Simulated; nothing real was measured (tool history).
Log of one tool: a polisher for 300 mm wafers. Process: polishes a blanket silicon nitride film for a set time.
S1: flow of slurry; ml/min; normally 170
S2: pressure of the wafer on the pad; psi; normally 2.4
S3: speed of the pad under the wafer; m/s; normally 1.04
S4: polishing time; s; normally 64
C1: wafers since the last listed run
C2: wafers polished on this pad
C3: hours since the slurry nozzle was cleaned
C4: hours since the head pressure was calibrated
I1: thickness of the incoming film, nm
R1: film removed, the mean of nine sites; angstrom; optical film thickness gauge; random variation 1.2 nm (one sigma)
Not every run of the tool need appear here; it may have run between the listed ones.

run	hour	S1	S2	S3	S4	C1	C2	C3	C4	I1	R1
1	0	170	2.4	1.04	64	0	51	693.3	420.6	401.3	919
2	14	170	2.4	1.04	64	191	243	707.3	434.6	405.7	909
3	24.8	170	2.4	1.04	64	147	390	718.1	445.4	410.3	887
# hour 37.1: worn pad replaced by a new one
4	37.6	170	2.4	1.04	64	120	6	730.9	458.2	410.8	828
5	45.6	170	2.4	1.04	64	109	116	738.9	466.2	405.3	837
# hour 57.2: slurry nozzle cleaned
6	57.7	170	2.4	1.04	64	151	267	0.5	478.3	410.3	802
# hour 67.4: head pressure recalibrated
7	67.9	170	2.6	1.04	64	112	380	10.7	0.5	404.6	821
# hour 72.1: worn pad replaced by a new one, repeated, since the last time left the tool worse
8	97.5	170	2.4	1.28	48	350	347	40.3	30.1	408	779
9	107.1	170	2.4	1.04	64	131	479	49.9	39.7	416.7	864
# hour 119.7: worn pad replaced by a new one
10	120.2	170	2.4	1.04	43	124	7	63	52.8	408.3	608
11	126.1	170	1.7	1.04	84	80	87	68.9	58.7	415.5	975
12	137.4	185	2.4	1.04	64	154	242	80.2	70	410.7	913
13	148.6	220	2.4	0.9	82	153	395	91.4	81.2	409.6	1082
# hour 161.8: worn pad replaced by a new one
14	162.3	170	2.4	1.04	74	132	7	105.1	94.9	412.9	1074
15	179.6	170	2.4	1.04	64	236	243	122.4	112.2	404.9	908

List, for all runs, the conditions of the tool that the log does not record:
slurry flow missing at the pad, %: 0 on each run
deviation of the head's pressure from its setpoint, %: 0 on each run
H1: removal rate lost through wear of the pad, %
run	H1
1	1.01
2	2.2
3	4.17
4	11
5	11.2
6	12.6
7	14.7
8	3.71
9	6
10	0.535
11	0.697
12	1.77
13	3.83
14	0.00821
15	1.26
